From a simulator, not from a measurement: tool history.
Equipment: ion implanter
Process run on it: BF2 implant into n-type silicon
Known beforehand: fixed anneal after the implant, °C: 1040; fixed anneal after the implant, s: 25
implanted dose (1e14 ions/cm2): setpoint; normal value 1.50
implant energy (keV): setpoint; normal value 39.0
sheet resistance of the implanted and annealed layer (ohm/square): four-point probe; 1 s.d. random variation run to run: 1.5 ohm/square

run   hour  implanted dose (1e14 ions/cm2)  implant energy (keV)  read-back reference wafer on the same gauge, sheet resistance  sheet resistance of the implanted and annealed layer (ohm/square)
  1    0.0                            1.68                  35.5                                                         670.16                                                             582.33
  2   55.3                            1.50                  39.0                                                         669.73                                                             628.73
  3  124.0                            1.50                  39.0                                                         670.22                                                             628.24
  4  167.7                            1.50                  39.0                                                         670.29                                                             628.71
     207.9  -- gauge calibrated
  5  216.1                            1.50                  39.0                                                         670.21                                                             630.10
     263.7  -- Faraday cup replaced and dose calibrated
     265.4  -- extraction supply calibrated
  6  265.9                            1.50                  39.0                                                         669.85                                                             651.64
  7  293.6                            1.50                  39.0                                                         670.36                                                             648.43
  8  337.5                            1.73                  49.0                                                         669.78                                                             561.93
  9  398.1                            1.35                  30.5                                                         670.26                                                             726.92
 10  426.2                            1.50                  39.0                                                         670.24                                                             647.06
 11  469.0                            1.76                  26.0                                                         670.05                                                             595.94
 12  534.4                            1.24                  52.5                                                         669.95                                                             731.92
 13  605.3                            1.50                  39.0                                                         669.61                                                             645.72
 14  641.3                            1.31                  32.5                                                         670.36                                                             739.17

Forecast each of these 5 alternatives for the next run:
  A  641.7                            1.50                  30.5                                                              ?                                                                  ?
  B  641.7                            1.72                  47.5                                                              ?                                                                  ?
  C  641.7                            1.27                  49.0                                                              ?                                                                  ?
  D  641.7                            1.30                  39.0                                                              ?                                                                  ?
  E  641.7                            1.63                  39.0                                                              ?                                                                  ?

run  read-back reference wafer on the same gauge, sheet resistance  sheet resistance of the implanted and annealed layer (ohm/square)
  A                                                         670.40                                                             662.15
  B                                                         670.40                                                             561.41
  C                                                         670.40                                                             717.83
  D                                                         670.40                                                             723.63
  E                                                         670.40                                                             600.67
Without the tool's hidden state the same runs would have given:
run  sheet resistance of the implanted and annealed layer (ohm/square)
  A                                                             669.57
  B                                                             567.70
  C                                                             725.72
  D                                                             731.64
  E                                                             607.39
